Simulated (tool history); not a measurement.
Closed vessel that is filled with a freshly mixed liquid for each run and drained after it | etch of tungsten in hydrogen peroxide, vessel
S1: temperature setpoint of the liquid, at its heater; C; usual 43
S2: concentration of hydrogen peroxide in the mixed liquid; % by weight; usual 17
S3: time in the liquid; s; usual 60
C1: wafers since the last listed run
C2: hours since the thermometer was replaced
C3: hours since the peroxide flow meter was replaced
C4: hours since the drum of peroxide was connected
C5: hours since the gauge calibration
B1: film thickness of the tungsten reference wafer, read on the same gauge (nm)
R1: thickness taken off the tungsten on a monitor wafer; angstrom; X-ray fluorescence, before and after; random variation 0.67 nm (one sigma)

{"run": 1, "day": 0.0, "S1": 40.5, "S2": 17, "S3": 60, "C1": 0, "C2": 2056.3, "C3": 1822.7, "C4": 1423.9, "C5": 1393.5, "B1": 140, "R1": 847.3}
{"run": 2, "day": 1.221, "S1": 40.5, "S2": 17, "S3": 60, "C1": 3012, "C2": 2085.6, "C3": 1852, "C4": 1453.2, "C5": 1422.8, "B1": 140.02, "R1": 841.1}
{"run": 3, "day": 1.979, "S1": 43, "S2": 20.5, "S3": 60, "C1": 1871, "C2": 2103.8, "C3": 1870.2, "C4": 1471.4, "C5": 1441, "B1": 140.01, "R1": 1083}
{"day": 2.521, "done": "new drum of peroxide connected"}
{"run": 4, "day": 3.104, "S1": 43, "S2": 17, "S3": 60, "C1": 2673, "C2": 2130.8, "C3": 1897.2, "C4": 14, "C5": 1468, "B1": 140.02, "R1": 988.8}
{"run": 5, "day": 4.596, "S1": 43, "S2": 17, "S3": 60, "C1": 3680, "C2": 2166.6, "C3": 1933, "C4": 49.8, "C5": 1503.8, "B1": 139.98, "R1": 980.4}
{"day": 5.208, "done": "peroxide flow meter replaced"}
{"day": 7.542, "done": "gauge calibrated"}
{"run": 6, "day": 8.071, "S1": 43, "S2": 17, "S3": 60, "C1": 8472, "C2": 2250, "C3": 68.7, "C4": 133.2, "C5": 12.7, "B1": 140, "R1": 985.8}
{"day": 9.158, "done": "thermometer replaced"}
{"run": 7, "day": 9.317, "S1": 43, "S2": 17, "S3": 60, "C1": 2971, "C2": 3.8, "C3": 98.6, "C4": 163.1, "C5": 42.6, "B1": 140.01, "R1": 977.8}
{"run": 8, "day": 10.658, "S1": 43, "S2": 17, "S3": 60, "C1": 3310, "C2": 36, "C3": 130.8, "C4": 195.3, "C5": 74.8, "B1": 139.98, "R1": 991.5}
{"run": 9, "day": 11.942, "S1": 43, "S2": 17, "S3": 60, "C1": 3166, "C2": 66.8, "C3": 161.6, "C4": 226.1, "C5": 105.6, "B1": 140.01, "R1": 976.5}
{"run": 10, "day": 13.083, "S1": 43, "S2": 17, "S3": 40, "C1": 2817, "C2": 94.2, "C3": 189, "C4": 253.5, "C5": 133, "B1": 139.97, "R1": 665.6}
{"run": 11, "day": 13.904, "S1": 43, "S2": 17, "S3": 60, "C1": 2025, "C2": 113.9, "C3": 208.7, "C4": 273.2, "C5": 152.7, "B1": 139.99, "R1": 996.9}
{"run": 12, "day": 14.871, "S1": 43, "S2": 19.5, "S3": 75, "C1": 2385, "C2": 137.1, "C3": 231.9, "C4": 296.4, "C5": 175.9, "B1": 139.99, "R1": 1324.4}
{"run": 13, "day": 15.458, "S1": 49, "S2": 12.5, "S3": 85, "C1": 1449, "C2": 151.2, "C3": 246, "C4": 310.5, "C5": 190, "B1": 139.98, "R1": 1748.6}
{"run": 14, "day": 16.521, "S1": 43, "S2": 17, "S3": 80, "C1": 2621, "C2": 176.7, "C3": 271.5, "C4": 336, "C5": 215.5, "B1": 140.01, "R1": 1328.7}
{"run": 15, "day": 17.833, "S1": 52, "S2": 19.5, "S3": 35, "C1": 3238, "C2": 208.2, "C3": 303, "C4": 367.5, "C5": 247, "B1": 140.02, "R1": 1085.1}
{"run": 16, "day": 18.867, "S1": 43, "S2": 17, "S3": 60, "C1": 2549, "C2": 233, "C3": 327.8, "C4": 392.3, "C5": 271.8, "B1": 140.01, "R1": 982.3}
{"run": 17, "day": 19.4, "S1": 37.5, "S2": 12.5, "S3": 40, "C1": 1316, "C2": 245.8, "C3": 340.6, "C4": 405.1, "C5": 284.6, "B1": 140.02, "R1": 396.9}
{"run": 18, "day": 20.017, "S1": 43, "S2": 17, "S3": 30, "C1": 1521, "C2": 260.6, "C3": 355.4, "C4": 419.9, "C5": 299.4, "B1": 140, "R1": 492.3}
{"run": 19, "day": 21.079, "S1": 43, "S2": 17, "S3": 60, "C1": 2621, "C2": 286.1, "C3": 380.9, "C4": 445.4, "C5": 324.9, "B1": 139.99, "R1": 985.2}
{"run": 20, "day": 21.808, "S1": 43, "S2": 15, "S3": 75, "C1": 1799, "C2": 303.6, "C3": 398.4, "C4": 462.9, "C5": 342.4, "B1": 140.02, "R1": 1173.9}
{"run": 21, "day": 22.854, "S1": 33.5, "S2": 17, "S3": 45, "C1": 2580, "C2": 328.7, "C3": 423.5, "C4": 488, "C5": 367.5, "B1": 140.02, "R1": 400.3}
{"run": 22, "day": 24.162, "S1": 40, "S2": 12, "S3": 85, "C1": 3228, "C2": 360.1, "C3": 454.9, "C4": 519.4, "C5": 398.9, "B1": 140, "R1": 960.9}
{"run": 23, "day": 25.1, "S1": 43, "S2": 15, "S3": 80, "C1": 2313, "C2": 382.6, "C3": 477.4, "C4": 541.9, "C5": 421.4, "B1": 139.99, "R1": 1245.2}
{"run": 24, "day": 26.25, "S1": 46, "S2": 22, "S3": 30, "C1": 2837, "C2": 410.2, "C3": 505, "C4": 569.5, "C5": 449, "B1": 140.04, "R1": 686.8}
{"run": 25, "day": 27.133, "S1": 40, "S2": 17, "S3": 60, "C1": 2179, "C2": 431.4, "C3": 526.2, "C4": 590.7, "C5": 470.2, "B1": 139.99, "R1": 812.7}
{"run": 26, "day": 28.117, "S1": 39, "S2": 15.5, "S3": 40, "C1": 2426, "C2": 455, "C3": 549.8, "C4": 614.3, "C5": 493.8, "B1": 140.03, "R1": 480.6}
{"run": 27, "day": 29.433, "S1": 43, "S2": 17, "S3": 60, "C1": 3248, "C2": 486.6, "C3": 581.4, "C4": 645.9, "C5": 525.4, "B1": 139.99, "R1": 989.2}
{"run": 28, "day": 30.808, "S1": 43, "S2": 22, "S3": 60, "C1": 3392, "C2": 519.6, "C3": 614.4, "C4": 678.9, "C5": 558.4, "B1": 140.03, "R1": 1134.9}
{"run": 29, "day": 31.812, "S1": 43, "S2": 19, "S3": 60, "C1": 2477, "C2": 543.7, "C3": 638.5, "C4": 703, "C5": 582.5, "B1": 140, "R1": 1044.9}
{"run": 30, "day": 33.246, "S1": 33, "S2": 12.5, "S3": 60, "C1": 3536, "C2": 578.1, "C3": 672.9, "C4": 737.4, "C5": 616.9, "B1": 140, "R1": 440.1}
{"run": 31, "day": 34.658, "S1": 46.5, "S2": 17, "S3": 60, "C1": 3485, "C2": 612, "C3": 706.8, "C4": 771.3, "C5": 650.8, "B1": 140, "R1": 1239.4}

The tool's hidden state at each run:
liquid hotter than its thermometer reads (K): 0 in every run
peroxide flow above the setpoint (%): 0 in every run
peroxide weaker than its label (%): 0 in every run
gauge reads high (%): 0 in every run
